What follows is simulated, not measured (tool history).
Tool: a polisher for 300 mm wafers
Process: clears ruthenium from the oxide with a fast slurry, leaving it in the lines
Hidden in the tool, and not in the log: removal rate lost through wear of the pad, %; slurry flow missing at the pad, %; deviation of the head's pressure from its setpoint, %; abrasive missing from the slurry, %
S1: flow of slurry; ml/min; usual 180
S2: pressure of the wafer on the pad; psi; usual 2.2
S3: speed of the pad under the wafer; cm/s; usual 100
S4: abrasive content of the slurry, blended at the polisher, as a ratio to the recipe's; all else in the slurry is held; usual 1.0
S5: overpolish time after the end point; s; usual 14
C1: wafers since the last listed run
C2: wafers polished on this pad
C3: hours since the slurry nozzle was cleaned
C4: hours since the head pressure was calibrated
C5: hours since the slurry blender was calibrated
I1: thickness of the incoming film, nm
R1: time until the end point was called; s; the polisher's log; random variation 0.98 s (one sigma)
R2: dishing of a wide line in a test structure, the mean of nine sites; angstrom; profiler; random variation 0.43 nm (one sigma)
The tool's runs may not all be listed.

run 1 day=0.000 | S1=180 S2=2.2 S3=100 S4=1.0 S5=9 | C1=0 C2=683 C3=579.8 C4=739.4 C5=69.8 | I1=195.5 | R1=59.5 R2=179
-- day=0.896 slurry nozzle cleaned
run 2 day=2.621 | S1=180 S2=2.2 S3=100 S4=1.0 S5=14 | C1=596 C2=1279 C3=41.4 C4=802.3 C5=132.7 | I1=200.7 | R1=59.8 R2=217
run 3 day=4.212 | S1=180 S2=2.6 S3=100 S4=1.0 S5=14 | C1=367 C2=1647 C3=79.6 C4=840.5 C5=170.9 | I1=199.7 | R1=51.9 R2=234
-- day=5.121 head pressure recalibrated
run 4 day=7.267 | S1=180 S2=2.2 S3=100 S4=1.0 S5=14 | C1=686 C2=2334 C3=152.9 C4=51.5 C5=244.2 | I1=202.4 | R1=61.7 R2=223
run 5 day=12.500 | S1=180 S2=2.2 S3=100 S4=1.0 S5=12 | C1=1209 C2=3543 C3=278.5 C4=177.1 C5=369.8 | I1=199.7 | R1=63.4 R2=199
run 6 day=16.158 | S1=200 S2=2.2 S3=100 S4=1.0 S5=14 | C1=845 C2=4389 C3=366.3 C4=264.9 C5=457.6 | I1=198.1 | R1=61.8 R2=221
-- day=17.112 slurry blender recalibrated
-- day=19.779 worn pad replaced by a new one
run 7 day=20.058 | S1=200 S2=2.2 S3=100 S4=1.0 S5=14 | C1=843 C2=64 C3=459.9 C4=358.5 C5=70.7 | I1=200.9 | R1=57.1 R2=228
-- day=21.008 slurry nozzle cleaned
run 8 day=22.633 | S1=200 S2=2.2 S3=100 S4=1.0 S5=14 | C1=585 C2=650 C3=39.0 C4=420.3 C5=132.5 | I1=202.3 | R1=57.9 R2=217
run 9 day=24.804 | S1=125 S2=2.2 S3=100 S4=0.9 S5=14 | C1=501 C2=1152 C3=91.1 C4=472.4 C5=184.6 | I1=198.3 | R1=67.2 R2=207
run 10 day=28.458 | S1=180 S2=2.2 S3=100 S4=1.0 S5=9 | C1=844 C2=1996 C3=178.8 C4=560.1 C5=272.3 | I1=201.1 | R1=61.4 R2=178
run 11 day=31.483 | S1=180 S2=2.2 S3=78 S4=1.0 S5=12 | C1=699 C2=2695 C3=251.4 C4=632.7 C5=344.9 | I1=198.3 | R1=77.4 R2=179
run 12 day=35.550 | S1=180 S2=2.2 S3=100 S4=1.0 S5=14 | C1=939 C2=3635 C3=349.0 C4=730.3 C5=442.5 | I1=200.6 | R1=63.9 R2=218
run 13 day=37.654 | S1=220 S2=2.2 S3=100 S4=1.0 S5=14 | C1=486 C2=4121 C3=399.5 C4=780.8 C5=493.0 | I1=203.3 | R1=62.3 R2=220
-- day=39.671 slurry blender recalibrated
-- day=40.146 head pressure recalibrated
run 14 day=41.429 | S1=180 S2=1.4 S3=100 S4=1.0 S5=14 | C1=833 C2=4955 C3=490.1 C4=30.8 C5=42.2 | I1=201.4 | R1=99.7 R2=169
-- day=42.988 worn pad replaced by a new one
run 15 day=43.271 | S1=180 S2=2.2 S3=100 S4=1.1 S5=14 | C1=387 C2=65 C3=534.3 C4=75.0 C5=86.4 | I1=199.3 | R1=55.7 R2=221
-- day=44.896 slurry nozzle cleaned
run 16 day=45.729 | S1=180 S2=2.8 S3=100 S4=1.0 S5=14 | C1=558 C2=623 C3=20.0 C4=134.0 C5=145.4 | I1=201.8 | R1=48.2 R2=236
run 17 day=49.112 | S1=180 S2=2.2 S3=100 S4=1.0 S5=19 | C1=781 C2=1405 C3=101.2 C4=215.2 C5=226.6 | I1=203.8 | R1=63.4 R2=242
run 18 day=52.762 | S1=180 S2=2.2 S3=100 S4=1.0 S5=9 | C1=843 C2=2249 C3=188.8 C4=302.8 C5=314.2 | I1=198.7 | R1=62.5 R2=174
run 19 day=56.033 | S1=245 S2=2.2 S3=100 S4=0.8 S5=14 | C1=755 C2=3005 C3=267.3 C4=381.3 C5=392.7 | I1=200.7 | R1=65.6 R2=213

The next listed run, before its measurement:
run 20 day=59.917 | S1=140 S2=2.5 S3=100 S4=0.7 S5=14 | C1=897 C2=3902 C3=360.5 C4=474.5 C5=485.9 | I1=198.9 | R1=? R2=?

R1: 66.6 s
R2: 213 angstrom
Without the tool's hidden state the same run would have given R1 59.0 s, R2 224 angstrom.

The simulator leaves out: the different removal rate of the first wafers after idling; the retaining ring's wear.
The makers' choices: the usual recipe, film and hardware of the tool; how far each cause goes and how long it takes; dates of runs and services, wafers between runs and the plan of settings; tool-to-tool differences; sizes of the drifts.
